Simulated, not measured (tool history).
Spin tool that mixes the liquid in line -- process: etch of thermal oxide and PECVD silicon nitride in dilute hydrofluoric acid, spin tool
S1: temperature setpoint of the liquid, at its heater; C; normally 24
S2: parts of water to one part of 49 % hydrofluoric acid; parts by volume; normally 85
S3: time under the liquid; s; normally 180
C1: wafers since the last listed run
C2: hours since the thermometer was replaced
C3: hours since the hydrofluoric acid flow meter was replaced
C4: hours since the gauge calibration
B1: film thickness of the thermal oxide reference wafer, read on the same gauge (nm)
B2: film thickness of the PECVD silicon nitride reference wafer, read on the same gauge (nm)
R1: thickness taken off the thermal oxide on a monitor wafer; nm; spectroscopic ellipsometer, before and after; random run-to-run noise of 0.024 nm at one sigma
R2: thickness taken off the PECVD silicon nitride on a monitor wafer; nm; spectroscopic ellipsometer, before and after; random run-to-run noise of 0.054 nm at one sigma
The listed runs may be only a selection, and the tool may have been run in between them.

run   hour    S1   S2   S3   C1      C2      C3     C4     B1     B2     R1     R2
  1      0    24   60  180    0  2451.4  2100.7     69  89.99  79.97  14.07   8.27
  2   15.6  25.5   85  180  117    2467  2116.3   84.6     90  80.02  10.28   6.54
  3   31.9  25.5   85  180  123  2483.3  2132.6  100.9     90  79.98  10.26   6.44
  4   45.3    24   85  150  101  2496.7    2146  114.3  90.01     80   8.05   4.92
  5   59.1    24   85  150  104  2510.5  2159.8  128.1  89.97  79.98   8.05   4.83
  6   72.8    20   85  180  103  2524.2  2173.5  141.8  89.99  80.02   8.16   4.46
  7   89.7    24   85  180  127  2541.1  2190.4  158.7  90.02     80   9.71   5.81
      97.8  -- thermometer replaced
  8  107.4    24   85  180  126     9.6  2208.1  176.4  90.01  80.02  10.58   6.83
  9    114    24   85  180   49    16.2  2214.7    183  90.02     80  10.57    6.8
 10  122.4    24   85  180   63    24.6  2223.1  191.4  89.99  79.99  10.57   6.71
     128.8  -- gauge calibrated
 11  134.9    24   85  180   94    37.1  2235.6    6.1  89.97     80  10.58   6.72
 12  146.7    24   85  180   89    48.9  2247.4   17.9  90.03     80   10.6   6.64
 13  163.3    24   85  180  125    65.5    2264   34.5  89.99     80  10.56    6.7
 14  174.2    24  105  180   82    76.4  2274.9   45.4     90  79.99   8.35    5.6
 15  186.5  27.5   60   75   93    88.7  2287.2   57.7  89.98  79.99   7.41   4.97
     192.6  -- hydrofluoric acid flow meter replaced
 16  204.3    27   95  220  127   106.5    11.7   75.5  89.98  80.01  11.46   8.17
 17  220.8    24   85  180  124     123    28.2     92  89.98  79.98   9.46   6.08
 18  233.2  28.5   85  270   93   135.4    40.6  104.4     90  79.99  16.92  12.19
 19  249.9  27.5   85  110  126   152.1    57.3  121.1  90.01  80.01   6.66   4.68
 20  265.6    24   85  285  118   167.8      73  136.8     90  80.03     15   9.74
 21  275.5    24   85  280   74   177.7    82.9  146.7     90  79.98  14.73   9.55
 22  292.4    24   85  285  127   194.6    99.8  163.6  90.01     80  14.99   9.73
 23  301.4    24   85  180   68   203.6   108.8  172.6  90.01  80.01   9.51   6.17
     313.1  -- gauge calibrated
 24  315.4    26   85  180  105   217.6   122.8    2.3  90.02     80  10.29   6.94
 25  332.9  28.5   55  230  132   235.1   140.3   19.8  89.98  79.99  23.31  16.08

Predict each of these 5 candidate next runs independently; none follows another, all start after run 25:
  A  333.4    24  85  180   3  235.6  140.8  20.3   ?   ?   ?   ?
  B  333.4    29  70  220   3  235.6  140.8  20.3   ?   ?   ?   ?
  C  333.4    21  65  275   3  235.6  140.8  20.3   ?   ?   ?   ?
  D  333.4  28.5  85  180   3  235.6  140.8  20.3   ?   ?   ?   ?
  E  333.4  20.5  45  140   3  235.6  140.8  20.3   ?   ?   ?   ?

run     B1     B2     R1     R2
  A  89.99  79.99   9.49   6.14
  B  89.99  79.99  17.52  12.62
  C  89.99  79.99  17.17   9.95
  D  89.99  79.99  11.34   8.24
  E  89.99  79.99  12.66      7
Without the tool's unlogged condition, the same runs would have read:
run     R1     R2
  A   9.46   6.22
  B  17.46  12.77
  C  17.14   10.1
  D  11.29   8.34
  E  12.65   7.11
